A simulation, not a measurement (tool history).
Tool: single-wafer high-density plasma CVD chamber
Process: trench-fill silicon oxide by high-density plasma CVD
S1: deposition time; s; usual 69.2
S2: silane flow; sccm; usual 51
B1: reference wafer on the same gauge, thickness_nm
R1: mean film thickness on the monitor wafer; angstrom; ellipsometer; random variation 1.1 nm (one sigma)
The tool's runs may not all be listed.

run,hour,S1,S2,B1,R1
1,0.0,69.2,51,309.958,3680.39
# hour 44.6: gauge calibrated
2,57.1,69.2,51,310.311,3708.15
3,141.3,69.2,51,309.990,3707.24
4,220.9,69.2,51,309.922,3705.63
5,311.5,69.2,56,310.086,4024.94
6,376.1,69.2,56,309.843,3995.50
7,416.0,69.2,56,309.999,3993.78
8,506.6,69.2,51,310.206,3725.09
9,566.3,59.2,44,309.926,2864.21
10,629.6,69.2,43,310.321,3299.80
11,727.8,69.2,51,309.567,3781.98
# hour 756.3: gauge calibrated
# hour 799.5: silane flow controller replaced
12,858.2,75.9,61,310.049,4471.57
13,904.2,58.5,55,310.498,3174.85
14,947.6,56.2,60,310.175,3301.82
15,1054.5,69.2,51,309.855,3560.49
16,1112.6,80.5,44,310.446,3707.40
17,1189.6,75.9,61,310.011,4471.58

5 ways to go on from here, each from the tool as it stands after run 17. What would each give?
A,1190.0,69.2,51,?,?
B,1190.0,63.0,58,?,?
C,1190.0,69.2,47,?,?
D,1190.0,77.0,48,?,?
E,1190.0,58.4,43,?,?

run,B1,R1
A,309.990,3561.89
B,309.990,3582.52
C,309.990,3348.65
D,309.990,3785.42
E,309.990,2646.06
Without the tool's hidden state the same runs would have given:
run,R1
A,3557.94
B,3578.53
C,3344.92
D,3781.21
E,2643.12

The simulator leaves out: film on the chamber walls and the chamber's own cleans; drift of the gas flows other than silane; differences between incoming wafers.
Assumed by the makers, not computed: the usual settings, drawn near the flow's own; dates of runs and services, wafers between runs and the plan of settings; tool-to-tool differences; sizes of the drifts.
